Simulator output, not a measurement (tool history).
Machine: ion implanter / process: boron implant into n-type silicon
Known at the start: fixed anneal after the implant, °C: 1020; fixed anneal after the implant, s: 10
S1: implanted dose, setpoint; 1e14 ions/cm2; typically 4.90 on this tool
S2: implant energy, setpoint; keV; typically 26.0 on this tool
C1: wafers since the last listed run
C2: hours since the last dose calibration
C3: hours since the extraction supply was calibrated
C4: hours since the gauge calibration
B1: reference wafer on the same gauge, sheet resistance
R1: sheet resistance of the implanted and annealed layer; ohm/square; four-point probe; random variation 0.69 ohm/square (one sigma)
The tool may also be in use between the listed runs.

{"run": 1, "hour": 0.0, "S1": 3.85, "S2": 26.0, "C1": 0, "C2": 1264.7, "C3": 3763.2, "C4": 597.5, "B1": 221.94, "R1": 227.01}
{"run": 2, "hour": 28.1, "S1": 3.85, "S2": 26.0, "C1": 443, "C2": 1292.8, "C3": 3791.3, "C4": 625.6, "B1": 221.57, "R1": 225.65}
{"run": 3, "hour": 60.8, "S1": 4.9, "S2": 30.5, "C1": 515, "C2": 1325.5, "C3": 3824.0, "C4": 658.3, "B1": 221.65, "R1": 182.94}
{"run": 4, "hour": 89.4, "S1": 4.9, "S2": 30.5, "C1": 450, "C2": 1354.1, "C3": 3852.6, "C4": 686.9, "B1": 221.45, "R1": 182.73}
{"run": 5, "hour": 121.8, "S1": 4.9, "S2": 26.0, "C1": 510, "C2": 1386.5, "C3": 3885.0, "C4": 719.3, "B1": 221.48, "R1": 185.57}
{"run": 6, "hour": 154.7, "S1": 3.94, "S2": 26.0, "C1": 518, "C2": 1419.4, "C3": 3917.9, "C4": 752.2, "B1": 221.32, "R1": 222.9}
{"run": 7, "hour": 183.2, "S1": 4.9, "S2": 26.0, "C1": 449, "C2": 1447.9, "C3": 3946.4, "C4": 780.7, "B1": 221.27, "R1": 186.09}
{"run": 8, "hour": 197.1, "S1": 4.9, "S2": 26.0, "C1": 219, "C2": 1461.8, "C3": 3960.3, "C4": 794.6, "B1": 221.13, "R1": 186.82}
{"run": 9, "hour": 212.9, "S1": 4.9, "S2": 26.0, "C1": 249, "C2": 1477.6, "C3": 3976.1, "C4": 810.4, "B1": 221.33, "R1": 185.65}
{"run": 10, "hour": 230.0, "S1": 4.9, "S2": 26.0, "C1": 269, "C2": 1494.7, "C3": 3993.2, "C4": 827.5, "B1": 221.27, "R1": 186.79}
{"run": 11, "hour": 264.4, "S1": 4.9, "S2": 26.0, "C1": 542, "C2": 1529.1, "C3": 4027.6, "C4": 861.9, "B1": 221.3, "R1": 185.84}
{"run": 12, "hour": 284.0, "S1": 4.9, "S2": 26.0, "C1": 309, "C2": 1548.7, "C3": 4047.2, "C4": 881.5, "B1": 220.92, "R1": 185.53}
{"run": 13, "hour": 301.0, "S1": 3.84, "S2": 22.5, "C1": 268, "C2": 1565.7, "C3": 4064.2, "C4": 898.5, "B1": 220.96, "R1": 229.04}
{"run": 14, "hour": 324.0, "S1": 3.84, "S2": 22.5, "C1": 362, "C2": 1588.7, "C3": 4087.2, "C4": 921.5, "B1": 221.09, "R1": 229.41}
{"run": 15, "hour": 353.2, "S1": 3.93, "S2": 26.0, "C1": 460, "C2": 1617.9, "C3": 4116.4, "C4": 950.7, "B1": 220.87, "R1": 222.08}
{"hour": 360.5, "done": "gauge calibrated"}
{"run": 16, "hour": 367.8, "S1": 4.18, "S2": 23.5, "C1": 230, "C2": 1632.5, "C3": 4131.0, "C4": 7.3, "B1": 229.01, "R1": 222.08}
{"run": 17, "hour": 398.6, "S1": 6.25, "S2": 33.0, "C1": 485, "C2": 1663.3, "C3": 4161.8, "C4": 38.1, "B1": 227.89, "R1": 152.02}
{"hour": 442.4, "done": "Faraday cup replaced and dose calibrated"}
{"run": 18, "hour": 459.0, "S1": 3.59, "S2": 23.5, "C1": 826, "C2": 16.6, "C3": 4222.2, "C4": 98.5, "B1": 226.89, "R1": 247.35}
{"run": 19, "hour": 488.1, "S1": 5.72, "S2": 26.0, "C1": 458, "C2": 45.7, "C3": 4251.3, "C4": 127.6, "B1": 225.97, "R1": 165.81}
{"run": 20, "hour": 509.9, "S1": 4.9, "S2": 26.0, "C1": 343, "C2": 67.5, "C3": 4273.1, "C4": 149.4, "B1": 225.78, "R1": 190.07}
{"run": 21, "hour": 527.9, "S1": 5.27, "S2": 32.5, "C1": 283, "C2": 85.5, "C3": 4291.1, "C4": 167.4, "B1": 225.24, "R1": 174.98}
{"run": 22, "hour": 555.0, "S1": 6.36, "S2": 29.5, "C1": 427, "C2": 112.6, "C3": 4318.2, "C4": 194.5, "B1": 224.77, "R1": 150.23}
{"run": 23, "hour": 580.0, "S1": 3.94, "S2": 33.0, "C1": 394, "C2": 137.6, "C3": 4343.2, "C4": 219.5, "B1": 224.72, "R1": 220.63}
{"hour": 602.4, "done": "extraction supply calibrated"}
{"run": 24, "hour": 613.1, "S1": 4.9, "S2": 26.0, "C1": 395, "C2": 170.7, "C3": 10.7, "C4": 252.6, "B1": 224.23, "R1": 188.43}
{"run": 25, "hour": 672.4, "S1": 4.9, "S2": 32.5, "C1": 935, "C2": 230.0, "C3": 70.0, "C4": 311.9, "B1": 223.7, "R1": 183.41}
{"run": 26, "hour": 699.5, "S1": 5.44, "S2": 32.5, "C1": 427, "C2": 257.1, "C3": 97.1, "C4": 339.0, "B1": 223.43, "R1": 167.52}
{"run": 27, "hour": 724.3, "S1": 4.9, "S2": 26.0, "C1": 391, "C2": 281.9, "C3": 121.9, "C4": 363.8, "B1": 223.0, "R1": 188.06}
{"run": 28, "hour": 737.4, "S1": 6.35, "S2": 26.0, "C1": 206, "C2": 295.0, "C3": 135.0, "C4": 376.9, "B1": 223.09, "R1": 150.95}
{"run": 29, "hour": 759.9, "S1": 4.9, "S2": 26.0, "C1": 354, "C2": 317.5, "C3": 157.5, "C4": 399.4, "B1": 222.72, "R1": 187.27}

4 ways to go on from here, each from the tool as it stands after run 29. What would each give?
{"run": "A", "hour": 760.3, "S1": 4.9, "S2": 26.0, "C1": 6, "C2": 317.9, "C3": 157.9, "C4": 399.8, "B1": "?", "R1": "?"}
{"run": "B", "hour": 760.3, "S1": 6.06, "S2": 21.0, "C1": 6, "C2": 317.9, "C3": 157.9, "C4": 399.8, "B1": "?", "R1": "?"}
{"run": "C", "hour": 760.3, "S1": 3.77, "S2": 35.0, "C1": 6, "C2": 317.9, "C3": 157.9, "C4": 399.8, "B1": "?", "R1": "?"}
{"run": "D", "hour": 760.3, "S1": 6.32, "S2": 26.0, "C1": 6, "C2": 317.9, "C3": 157.9, "C4": 399.8, "B1": "?", "R1": "?"}

run=A B1=222.95 R1=187.01
run=B B1=222.95 R1=160.24
run=C B1=222.95 R1=224.09
run=D B1=222.95 R1=151.31
With the hidden condition removed and each run's random variation left untouched, the same runs would have given:
run=A R1=192.13
run=B R1=164.63
run=C R1=230.23
run=D R1=155.46
